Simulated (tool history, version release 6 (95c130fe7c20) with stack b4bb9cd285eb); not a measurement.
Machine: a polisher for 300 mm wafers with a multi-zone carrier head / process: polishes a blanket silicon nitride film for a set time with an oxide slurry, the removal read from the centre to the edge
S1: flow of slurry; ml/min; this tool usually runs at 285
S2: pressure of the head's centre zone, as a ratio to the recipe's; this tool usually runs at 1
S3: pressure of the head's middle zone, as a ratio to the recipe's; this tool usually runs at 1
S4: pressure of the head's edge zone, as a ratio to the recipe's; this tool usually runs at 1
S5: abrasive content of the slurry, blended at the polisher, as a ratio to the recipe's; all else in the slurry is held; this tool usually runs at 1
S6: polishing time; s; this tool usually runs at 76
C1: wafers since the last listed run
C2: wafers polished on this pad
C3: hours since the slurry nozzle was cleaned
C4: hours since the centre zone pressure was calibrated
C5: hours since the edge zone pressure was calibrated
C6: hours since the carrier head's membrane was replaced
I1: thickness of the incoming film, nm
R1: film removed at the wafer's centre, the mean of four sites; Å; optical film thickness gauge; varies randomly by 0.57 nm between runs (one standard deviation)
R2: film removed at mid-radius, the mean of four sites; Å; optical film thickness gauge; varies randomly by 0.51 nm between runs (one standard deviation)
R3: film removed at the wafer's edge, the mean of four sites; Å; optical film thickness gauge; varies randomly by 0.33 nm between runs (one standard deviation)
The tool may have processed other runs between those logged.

run 1 hour=0 | S1=285 S2=1 S3=1 S4=1 S5=1 S6=76 | C1=0 C2=3300 C3=332.7 C4=729.4 C5=839.6 C6=1243.6 | I1=370.1 | R1=360 R2=344 R3=366
-- hour=27.3 worn pad replaced by a new one
run 2 hour=34.2 | S1=285 S2=1 S3=1 S4=1 S5=1 S6=70 | C1=385 C2=88 C3=366.9 C4=763.6 C5=873.8 C6=1277.8 | I1=370.3 | R1=386 R2=372 R3=387
run 3 hour=83.9 | S1=285 S2=1 S3=1 S4=1 S5=1 S6=70 | C1=634 C2=723 C3=416.6 C4=813.3 C5=923.5 C6=1327.5 | I1=373.9 | R1=361 R2=344 R3=363
run 4 hour=125.4 | S1=285 S2=1 S3=1 S4=1 S5=1 S6=70 | C1=530 C2=1253 C3=458.1 C4=854.8 C5=965 C6=1369 | I1=365.1 | R1=352 R2=342 R3=357
run 5 hour=182.6 | S1=285 S2=1 S3=1 S4=1 S5=1 S6=76 | C1=730 C2=1983 C3=515.3 C4=912 C5=1022.2 C6=1426.2 | I1=371.3 | R1=364 R2=362 R3=373
run 6 hour=211.1 | S1=285 S2=1 S3=1 S4=1 S5=1 S6=76 | C1=363 C2=2347 C3=543.8 C4=940.5 C5=1050.7 C6=1454.7 | I1=368.1 | R1=370 R2=364 R3=367
-- hour=254.6 edge zone pressure recalibrated
-- hour=272.2 worn pad replaced by a new one
run 7 hour=274.8 | S1=285 S2=1 S3=1 S4=1 S5=1 S6=76 | C1=736 C2=33 C3=607.5 C4=1004.2 C5=20.2 C6=1518.4 | I1=364.9 | R1=412 R2=404 R3=420
run 8 hour=342 | S1=285 S2=1 S3=1 S4=1 S5=1 S6=76 | C1=858 C2=891 C3=674.7 C4=1071.4 C5=87.4 C6=1585.6 | I1=363.8 | R1=382 R2=381 R3=393
run 9 hour=406.7 | S1=285 S2=1.1 S3=0.9 S4=0.96 S5=1 S6=89 | C1=826 C2=1717 C3=739.4 C4=1136.1 C5=152.1 C6=1650.3 | I1=367.9 | R1=493 R2=395 R3=438
-- hour=410 slurry nozzle cleaned
run 10 hour=431.2 | S1=285 S2=1 S3=1 S4=1 S5=1 S6=76 | C1=300 C2=2018 C3=21.2 C4=1160.6 C5=176.6 C6=1674.8 | I1=367.1 | R1=367 R2=366 R3=377
run 11 hour=498.3 | S1=285 S2=1 S3=1.06 S4=1 S5=1 S6=76 | C1=856 C2=2874 C3=88.3 C4=1227.7 C5=243.7 C6=1741.9 | I1=373.5 | R1=363 R2=370 R3=366
-- hour=530 centre zone pressure recalibrated
run 12 hour=536.4 | S1=285 S2=1.06 S3=1 S4=1.04 S5=1.15 S6=58 | C1=461 C2=3336 C3=126.4 C4=6.4 C5=281.8 C6=1780 | I1=369.2 | R1=314 R2=289 R3=302
-- hour=548.1 worn pad replaced by a new one
run 13 hour=572.3 | S1=285 S2=1 S3=1 S4=1 S5=1 S6=76 | C1=407 C2=308 C3=162.3 C4=42.3 C5=317.7 C6=1815.9 | I1=371.2 | R1=388 R2=390 R3=403
run 14 hour=610.1 | S1=285 S2=1 S3=1 S4=1 S5=0.75 S6=76 | C1=482 C2=791 C3=200.1 C4=80.1 C5=355.5 C6=1853.7 | I1=368.1 | R1=329 R2=317 R3=335
run 15 hour=679.6 | S1=285 S2=1 S3=1 S4=0.91 S5=1.25 S6=76 | C1=887 C2=1679 C3=269.6 C4=149.6 C5=425 C6=1923.2 | I1=371.3 | R1=412 R2=401 R3=395
run 16 hour=716.3 | S1=345 S2=1 S3=1 S4=0.96 S5=1 S6=76 | C1=468 C2=2147 C3=306.3 C4=186.3 C5=461.7 C6=1959.9 | I1=369.5 | R1=365 R2=358 R3=362
-- hour=767.4 carrier head's membrane replaced by a new one
run 17 hour=788.1 | S1=350 S2=0.88 S3=1.08 S4=1 S5=1.1 S6=76 | C1=853 C2=3000 C3=378.1 C4=258.1 C5=533.5 C6=20.7 | I1=373.4 | R1=336 R2=396 R3=376
run 18 hour=835.3 | S1=285 S2=1 S3=1 S4=0.94 S5=1 S6=76 | C1=602 C2=3603 C3=425.3 C4=305.3 C5=580.7 C6=67.9 | I1=375.5 | R1=359 R2=342 R3=348
-- hour=857.2 worn pad replaced by a new one
run 19 hour=872.1 | S1=285 S2=1 S3=1 S4=1 S5=1 S6=76 | C1=418 C2=190 C3=462.1 C4=342.1 C5=617.5 C6=104.7 | I1=373.5 | R1=411 R2=399 R3=418
run 20 hour=945.6 | S1=285 S2=1.12 S3=1 S4=1 S5=0.85 S6=85 | C1=938 C2=1129 C3=535.6 C4=415.6 C5=691 C6=178.2 | I1=367.6 | R1=440 R2=385 R3=400
run 21 hour=978.2 | S1=285 S2=1.06 S3=1.04 S4=1.04 S5=1.25 S6=76 | C1=416 C2=1545 C3=568.2 C4=448.2 C5=723.6 C6=210.8 | I1=362.2 | R1=443 R2=423 R3=422
run 22 hour=1046.5 | S1=285 S2=1.11 S3=1 S4=0.92 S5=1 S6=76 | C1=872 C2=2417 C3=636.5 C4=516.5 C5=791.9 C6=279.1 | I1=374.7 | R1=410 R2=357 R3=359

For each run, what was the tool's unlogged condition?
slurry flow missing at the pad, %: 0 across all the runs
deviation of the centre zone's pressure from its setpoint, %: 0 across all the runs
deviation of the edge zone's pressure from its setpoint, %: 0 across all the runs
H1: removal rate lost through wear of the pad, %
run=1 H1=14.8
run=2 H1=1.35
run=3 H1=6.93
run=4 H1=9.75
run=5 H1=12
run=6 H1=12.8
run=7 H1=0.596
run=8 H1=7.85
run=9 H1=11.3
run=10 H1=12
run=11 H1=13.4
run=12 H1=13.8
run=13 H1=5.25
run=14 H1=8.98
run=15 H1=12.9
run=16 H1=14
run=17 H1=15.3
run=18 H1=15.7
run=19 H1=2.22
run=20 H1=8.95
run=21 H1=10.6
run=22 H1=12.6
